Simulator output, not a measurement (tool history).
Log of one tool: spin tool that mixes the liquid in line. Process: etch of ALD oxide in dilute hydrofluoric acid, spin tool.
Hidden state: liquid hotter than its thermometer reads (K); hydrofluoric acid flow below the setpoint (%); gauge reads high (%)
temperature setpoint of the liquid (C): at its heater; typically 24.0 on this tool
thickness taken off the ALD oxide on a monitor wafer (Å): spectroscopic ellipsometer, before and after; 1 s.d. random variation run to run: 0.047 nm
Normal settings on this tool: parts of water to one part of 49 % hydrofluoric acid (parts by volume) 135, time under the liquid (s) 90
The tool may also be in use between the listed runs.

| run | hour | temperature setpoint of the liquid (C) | parts of water to one part of 49 % hydrofluoric acid (parts by volume) | time under the liquid (s) | wafers since the last listed run | hours since the thermometer was replaced | hours since the hydrofluoric acid flow meter was replaced | hours since the gauge calibration | read-back film thickness of the ALD oxide reference wafer, read on the same gauge (nm) | thickness taken off the ALD oxide on a monitor wafer (Å) |
|---|---|---|---|---|---|---|---|---|---|---|
| 1 | 0.0 | 24.0 | 135 | 90 | 0 | 391.9 | 28.7 | 285.8 | 139.98 | 64.1 |
| 2 | 47.4 | 24.0 | 135 | 90 | 553 | 439.3 | 76.1 | 333.2 | 140.01 | 65.1 |
| 3 | 81.1 | 24.0 | 135 | 90 | 393 | 473.0 | 109.8 | 366.9 | 139.99 | 64.9 |
| 4 | 110.7 | 24.0 | 135 | 90 | 345 | 502.6 | 139.4 | 396.5 | 140.01 | 64.6 |
| 5 | 177.8 | 24.0 | 135 | 90 | 783 | 569.7 | 206.5 | 463.6 | 139.97 | 64.9 |
| 6 | 207.6 | 24.0 | 135 | 90 | 347 | 599.5 | 236.3 | 493.4 | 139.99 | 65.8 |
| 7 | 268.7 | 24.0 | 135 | 90 | 713 | 660.6 | 297.4 | 554.5 | 140.00 | 65.3 |
| 8 | 302.5 | 24.0 | 135 | 90 | 394 | 694.4 | 331.2 | 588.3 | 139.98 | 64.9 |
| 9 | 326.6 | 24.0 | 135 | 110 | 281 | 718.5 | 355.3 | 612.4 | 139.99 | 80.9 |
|  | 373.4 | hydrofluoric acid flow meter replaced |
| 10 | 536.7 | 21.5 | 135 | 90 | 2440 | 928.6 | 163.3 | 822.5 | 139.98 | 60.2 |
| 11 | 585.1 | 21.0 | 200 | 45 | 564 | 977.0 | 211.7 | 870.9 | 140.03 | 18.9 |
|  | 633.9 | thermometer replaced |
| 12 | 643.1 | 22.0 | 135 | 140 | 665 | 9.2 | 269.7 | 928.9 | 140.01 | 88.8 |
| 13 | 686.4 | 21.5 | 110 | 70 | 505 | 52.5 | 313.0 | 972.2 | 140.01 | 55.3 |
|  | 714.6 | gauge calibrated |
| 14 | 742.5 | 24.0 | 135 | 90 | 654 | 108.6 | 369.1 | 27.9 | 139.98 | 61.3 |
|  | 769.3 | hydrofluoric acid flow meter replaced |
| 15 | 809.9 | 26.5 | 115 | 70 | 774 | 176.0 | 40.6 | 95.3 | 140.00 | 65.8 |
| 16 | 971.5 | 24.0 | 135 | 90 | 1886 | 337.6 | 202.2 | 256.9 | 140.01 | 62.7 |
| 17 | 1039.9 | 24.0 | 110 | 60 | 798 | 406.0 | 270.6 | 325.3 | 139.99 | 52.9 |

Here are 4 independent what-if runs from the current tool condition. What would each one return?
| A | 1040.3 | 24.0 | 135 | 90 | 4 | 406.4 | 271.0 | 325.7 | ? | ? |
| B | 1040.3 | 24.0 | 160 | 90 | 4 | 406.4 | 271.0 | 325.7 | ? | ? |
| C | 1040.3 | 19.5 | 165 | 40 | 4 | 406.4 | 271.0 | 325.7 | ? | ? |
| D | 1040.3 | 24.0 | 165 | 50 | 4 | 406.4 | 271.0 | 325.7 | ? | ? |

| run | read-back film thickness of the ALD oxide reference wafer, read on the same gauge (nm) | thickness taken off the ALD oxide on a monitor wafer (Å) |
|---|---|---|
| A | 139.99 | 63.3 |
| B | 139.99 | 51.8 |
| C | 139.99 | 18.7 |
| D | 139.99 | 27.8 |
With the hidden condition removed and each run's random variation left untouched, the same runs would have given:
| run | thickness taken off the ALD oxide on a monitor wafer (Å) |
|---|---|
| A | 62.7 |
| B | 51.4 |
| C | 18.5 |
| D | 27.5 |
